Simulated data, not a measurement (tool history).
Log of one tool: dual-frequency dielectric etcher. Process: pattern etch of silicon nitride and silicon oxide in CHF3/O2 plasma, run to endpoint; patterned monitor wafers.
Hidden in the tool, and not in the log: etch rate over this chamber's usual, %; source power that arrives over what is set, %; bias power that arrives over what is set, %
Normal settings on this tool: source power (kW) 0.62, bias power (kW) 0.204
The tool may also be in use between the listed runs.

run,hour,source power (kW),bias power (kW),wafers since the last listed run,hours since the last wet clean,hours since the last source power generator calibration,hours since the last bias power generator calibration,hours since the last upper electrode change,"incoming incoming film thickness, nm",endpoint time (s)
1,0,0.62,0.204,0,37.2,1922.8,3257.3,4526.8,243.8,148.3
2,95.4,0.62,0.204,883,132.6,2018.2,3352.7,4622.2,245.5,149
3,174.8,0.57,0.174,735,212,2097.6,3432.1,4701.6,241.8,154.9
4,281.5,0.62,0.204,987,318.7,2204.3,3538.8,4808.3,244.4,147.5
5,374.4,0.62,0.204,860,411.6,2297.2,3631.7,4901.2,242.1,145.2
6,413.2,0.62,0.204,359,450.4,2336,3670.5,4940,240.9,145.2
# hour 467: source power generator calibrated
7,491.6,0.62,0.204,688,528.8,24.6,3748.9,5018.4,242.1,144.8
8,576.8,0.62,0.204,788,614,109.8,3834.1,5103.6,242.3,144.6
9,643.8,0.62,0.204,620,681,176.8,3901.1,5170.6,245.1,146.1
# hour 710.9: wet clean of the chamber, repeated, since the last time left the tool worse
10,711.4,0.62,0.204,403,0.5,244.4,3968.7,5238.2,244.1,152.9
11,926.8,0.62,0.232,1994,215.9,459.8,4184.1,5453.6,243.7,146.8
# hour 977.5: upper electrode replaced
12,978,0.62,0.232,251,267.1,511,4235.3,0.5,244.2,147.2
# hour 1305.1: wet clean of the chamber
13,1305.6,0.62,0.204,2810,0.5,838.6,4562.9,328.1,246.6,154.1
14,1348.5,0.46,0.227,397,43.4,881.5,4605.8,371,241.6,159.1
15,1427.7,0.71,0.176,733,122.6,960.7,4685,450.2,241.1,149
16,1473.1,0.62,0.204,420,168,1006.1,4730.4,495.6,242.8,150.7
17,1548.3,0.53,0.242,696,243.2,1081.3,4805.6,570.8,243.4,151.1
# hour 1588.9: bias power generator calibrated
18,1653.2,0.57,0.241,934,348.1,1186.2,64.3,675.7,245.2,147.6
19,1733.8,0.62,0.155,746,428.7,1266.8,144.9,756.3,242.4,161.6
20,1790.6,0.62,0.204,525,485.5,1323.6,201.7,813.1,244.3,150.6
21,1841.7,0.76,0.231,473,536.6,1374.7,252.8,864.2,241.8,136.2
# hour 1937.5: wet clean of the chamber
22,1938,0.62,0.204,669,0.5,1471,349.1,960.5,243.8,153
23,1965.5,0.62,0.204,254,28,1498.5,376.6,988,244.6,153.7
24,2014.5,0.52,0.189,453,77,1547.5,425.6,1037,241.4,160.8
25,2071.4,0.52,0.204,526,133.9,1604.4,482.5,1093.9,243.4,159.2
26,2156,0.62,0.155,783,218.5,1689,567.1,1178.5,244.3,163.1
27,2210.5,0.62,0.253,504,273,1743.5,621.6,1233,243.8,143.6
28,2271.6,0.57,0.241,565,334.1,1804.6,682.7,1294.1,243.7,148.7
29,2377.5,0.7,0.204,980,440,1910.5,788.6,1400,242.5,145.2
# hour 2423.7: source power generator calibrated
30,2424.2,0.62,0.204,395,486.7,0.5,835.3,1446.7,243.7,151
# hour 2507.1: wet clean of the chamber
31,2513.2,0.62,0.164,601,6.1,89.5,924.3,1535.7,242,161.6
32,2561.6,0.57,0.204,448,54.5,137.9,972.7,1584.1,242,155.5
33,2620.6,0.7,0.249,546,113.5,196.9,1031.7,1643.1,245,140.4
34,2694.9,0.52,0.16,687,187.8,271.2,1106,1717.4,242.2,169.2
35,2739.7,0.62,0.204,414,232.6,316,1150.8,1762.2,243.8,152.6

For each entry between runs, how does the tool's hidden state at the last listed run before it compare with that at the first listed run after it?
Logged between run 6 and run 7: source power generator calibrated (hour 467)
  etch rate over this chamber's usual, %: 4.66 -> 4.88
  what was measured, less what the result would be without the hidden state, endpoint time (s): -6.8 -> -7
Logged between run 9 and run 10: wet clean of the chamber, repeated, since the last time left the tool worse (hour 710.9)
  etch rate over this chamber's usual, %: 5.32 -> 0.284
  what was measured, less what the result would be without the hidden state, endpoint time (s): -7.7 -> -0.5
Logged between run 11 and run 12: upper electrode replaced (hour 977.5)
  etch rate over this chamber's usual, %: 0.902 -> 1.05
  what was measured, less what the result would be without the hidden state, endpoint time (s): -1.3 -> -1.6
Logged between run 12 and run 13: wet clean of the chamber (hour 1305.1)
  etch rate over this chamber's usual, %: 1.05 -> 0.435
  what was measured, less what the result would be without the hidden state, endpoint time (s): -1.6 -> -0.7
Logged between run 17 and run 18: bias power generator calibrated (hour 1588.9)
  etch rate over this chamber's usual, %: 1.13 -> 1.43
  what was measured, less what the result would be without the hidden state, endpoint time (s): -1.7 -> -2.2
Logged between run 21 and run 22: wet clean of the chamber (hour 1937.5)
  etch rate over this chamber's usual, %: 1.97 -> -0.111
  what was measured, less what the result would be without the hidden state, endpoint time (s): -2.6 -> +0.1
Logged between run 29 and run 30: source power generator calibrated (hour 2423.7)
  etch rate over this chamber's usual, %: 1.15 -> 1.28
  what was measured, less what the result would be without the hidden state, endpoint time (s): -1.6 -> -1.9
Logged between run 30 and run 31: wet clean of the chamber (hour 2507.1)
  etch rate over this chamber's usual, %: 1.28 -> -0.303
  what was measured, less what the result would be without the hidden state, endpoint time (s): -1.9 -> +0.5
